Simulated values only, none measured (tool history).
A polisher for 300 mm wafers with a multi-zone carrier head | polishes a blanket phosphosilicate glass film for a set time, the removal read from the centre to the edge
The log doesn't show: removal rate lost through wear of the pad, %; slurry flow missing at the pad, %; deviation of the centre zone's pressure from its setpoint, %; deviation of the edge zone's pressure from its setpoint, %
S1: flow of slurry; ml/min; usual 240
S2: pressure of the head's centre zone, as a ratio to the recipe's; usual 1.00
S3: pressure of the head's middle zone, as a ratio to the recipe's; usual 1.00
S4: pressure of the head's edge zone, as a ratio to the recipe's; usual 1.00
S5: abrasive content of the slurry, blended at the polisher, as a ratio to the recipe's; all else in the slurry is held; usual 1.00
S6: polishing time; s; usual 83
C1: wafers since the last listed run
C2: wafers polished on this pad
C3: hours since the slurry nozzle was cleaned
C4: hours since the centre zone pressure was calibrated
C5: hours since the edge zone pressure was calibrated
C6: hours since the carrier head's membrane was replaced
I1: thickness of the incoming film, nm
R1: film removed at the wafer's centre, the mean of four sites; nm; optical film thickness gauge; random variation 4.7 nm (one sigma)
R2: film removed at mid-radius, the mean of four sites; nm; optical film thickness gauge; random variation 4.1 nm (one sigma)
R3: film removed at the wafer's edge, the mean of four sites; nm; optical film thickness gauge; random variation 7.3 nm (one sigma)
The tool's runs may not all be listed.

run 1 hour=0.0 | S1=240 S2=1.00 S3=1.00 S4=1.00 S5=1.00 S6=83 | C1=0 C2=4 C3=6.9 C4=161.8 C5=190.7 C6=1030.2 | I1=4212.0 | R1=644.9 R2=643.6 R3=664.8
run 2 hour=103.0 | S1=240 S2=1.00 S3=1.00 S4=1.00 S5=1.00 S6=83 | C1=1084 C2=1089 C3=109.9 C4=264.8 C5=293.7 C6=1133.2 | I1=4237.3 | R1=642.3 R2=634.2 R3=653.4
run 3 hour=142.1 | S1=240 S2=0.95 S3=1.00 S4=1.00 S5=1.00 S6=83 | C1=411 C2=1501 C3=149.0 C4=303.9 C5=332.8 C6=1172.3 | I1=4261.2 | R1=610.5 R2=637.7 R3=641.3
run 4 hour=249.7 | S1=240 S2=0.95 S3=1.00 S4=1.00 S5=1.00 S6=83 | C1=1133 C2=2634 C3=256.6 C4=411.5 C5=440.4 C6=1279.9 | I1=4266.3 | R1=602.4 R2=622.2 R3=642.9
run 5 hour=289.4 | S1=240 S2=1.00 S3=1.00 S4=1.00 S5=1.00 S6=83 | C1=418 C2=3052 C3=296.3 C4=451.2 C5=480.1 C6=1319.6 | I1=4200.3 | R1=623.0 R2=623.3 R3=626.0
-- hour=334.2 slurry nozzle cleaned
-- hour=361.5 worn pad replaced by a new one
run 6 hour=375.6 | S1=305 S2=0.91 S3=1.00 S4=1.00 S5=1.00 S6=83 | C1=855 C2=148 C3=41.4 C4=537.4 C5=566.3 C6=1405.8 | I1=4260.7 | R1=617.8 R2=663.5 R3=651.3
-- hour=598.3 centre zone pressure recalibrated
run 7 hour=637.0 | S1=305 S2=0.91 S3=1.00 S4=1.00 S5=1.00 S6=83 | C1=2731 C2=2880 C3=302.8 C4=38.7 C5=827.7 C6=1667.2 | I1=4266.8 | R1=591.9 R2=625.0 R3=638.9
run 8 hour=706.6 | S1=305 S2=0.91 S3=1.00 S4=1.00 S5=1.00 S6=83 | C1=732 C2=3613 C3=372.4 C4=108.3 C5=897.3 C6=1736.8 | I1=4184.7 | R1=583.9 R2=628.4 R3=634.0
-- hour=710.6 slurry nozzle cleaned
-- hour=712.6 worn pad replaced by a new one
run 9 hour=757.3 | S1=240 S2=1.00 S3=1.00 S4=1.00 S5=1.00 S6=83 | C1=502 C2=471 C3=46.7 C4=159.0 C5=948.0 C6=1787.5 | I1=4256.8 | R1=649.6 R2=649.4 R3=656.4
run 10 hour=801.7 | S1=240 S2=0.95 S3=1.00 S4=1.00 S5=1.00 S6=83 | C1=467 C2=938 C3=91.1 C4=203.4 C5=992.4 C6=1831.9 | I1=4314.1 | R1=610.5 R2=640.2 R3=661.3
run 11 hour=862.9 | S1=240 S2=1.00 S3=1.03 S4=1.00 S5=0.85 S6=83 | C1=644 C2=1583 C3=152.3 C4=264.6 C5=1053.6 C6=1893.1 | I1=4201.8 | R1=580.6 R2=598.6 R3=587.3
-- hour=882.5 carrier head's membrane replaced by a new one
run 12 hour=911.5 | S1=295 S2=1.00 S3=1.00 S4=1.00 S5=0.75 S6=83 | C1=459 C2=2042 C3=200.9 C4=313.2 C5=1102.2 C6=29.0 | I1=4205.2 | R1=542.4 R2=546.1 R3=544.5
run 13 hour=1040.1 | S1=240 S2=1.00 S3=1.00 S4=1.00 S5=1.00 S6=83 | C1=1354 C2=3396 C3=329.5 C4=441.8 C5=1230.8 C6=157.6 | I1=4291.4 | R1=618.3 R2=625.1 R3=642.8
-- hour=1086.9 worn pad replaced by a new one
run 14 hour=1088.4 | S1=205 S2=1.07 S3=1.00 S4=0.94 S5=1.00 S6=83 | C1=466 C2=16 C3=377.8 C4=490.1 C5=1279.1 C6=205.9 | I1=4254.3 | R1=672.4 R2=640.1 R3=626.2
-- hour=1117.3 slurry nozzle cleaned
-- hour=1136.8 edge zone pressure recalibrated
run 15 hour=1193.4 | S1=300 S2=1.00 S3=0.95 S4=1.00 S5=1.00 S6=109 | C1=1074 C2=1090 C3=76.1 C4=595.1 C5=56.6 C6=310.9 | I1=4288.9 | R1=863.3 R2=832.3 R3=875.0
-- hour=1237.5 centre zone pressure recalibrated
run 16 hour=1251.2 | S1=240 S2=1.00 S3=1.00 S4=1.00 S5=1.00 S6=83 | C1=587 C2=1677 C3=133.9 C4=13.7 C5=114.4 C6=368.7 | I1=4253.4 | R1=633.9 R2=624.4 R3=646.5
run 17 hour=1365.7 | S1=240 S2=1.00 S3=1.00 S4=1.00 S5=1.10 S6=96 | C1=1205 C2=2883 C3=248.4 C4=128.2 C5=228.9 C6=483.2 | I1=4336.2 | R1=756.7 R2=759.1 R3=774.4
run 18 hour=1408.4 | S1=310 S2=1.00 S3=1.12 S4=1.00 S5=0.80 S6=75 | C1=449 C2=3333 C3=291.1 C4=170.9 C5=271.6 C6=525.9 | I1=4192.2 | R1=501.6 R2=547.2 R3=521.1
-- hour=1416.9 worn pad replaced by a new one
-- hour=1434.5 slurry nozzle cleaned
run 19 hour=1473.2 | S1=240 S2=1.00 S3=1.00 S4=1.00 S5=1.25 S6=83 | C1=629 C2=582 C3=38.7 C4=235.7 C5=336.4 C6=590.7 | I1=4291.3 | R1=725.5 R2=717.0 R3=735.6
run 20 hour=1575.8 | S1=240 S2=0.89 S3=1.00 S4=1.00 S5=1.15 S6=102 | C1=1080 C2=1662 C3=141.3 C4=338.3 C5=439.0 C6=693.3 | I1=4236.6 | R1=765.6 R2=840.1 R3=855.1
run 21 hour=1616.3 | S1=300 S2=1.00 S3=1.00 S4=0.90 S5=1.00 S6=83 | C1=426 C2=2089 C3=181.8 C4=378.8 C5=479.5 C6=733.8 | I1=4238.5 | R1=645.4 R2=640.2 R3=632.5

Measured less the same run without the tool's hidden state. The same run-to-run variation is in both; the gauge's scatter may not be:
run=1 R1=-2.1 R2=-2.2 R3=-2.2
run=2 R1=-12.6 R2=-12.5 R3=-12.8
run=3 R1=-15.8 R2=-16.6 R3=-16.6
run=4 R1=-26.4 R2=-27.2 R3=-28.1
run=5 R1=-31.4 R2=-31.4 R3=-31.6
run=6 R1=-7.8 R2=-8.3 R3=-8.2
run=7 R1=-33.0 R2=-34.8 R3=-35.6
run=8 R1=-39.6 R2=-42.6 R3=-42.9
run=9 R1=-4.8 R2=-4.8 R3=-4.9
run=10 R1=-8.8 R2=-9.2 R3=-9.5
run=11 R1=-14.1 R2=-14.5 R3=-14.2
run=12 R1=-17.5 R2=-17.5 R3=-17.5
run=13 R1=-33.2 R2=-33.6 R3=-34.5
run=14 R1=-2.9 R2=-2.8 R3=-2.8
run=15 R1=-18.1 R2=-17.5 R3=-18.4
run=16 R1=-19.2 R2=-19.0 R3=-19.6
run=17 R1=-37.5 R2=-37.6 R3=-38.3
run=18 R1=-28.5 R2=-31.1 R3=-29.6
run=19 R1=-8.2 R2=-8.1 R3=-8.3
run=20 R1=-21.2 R2=-23.3 R3=-23.8
run=21 R1=-22.2 R2=-22.0 R3=-21.8
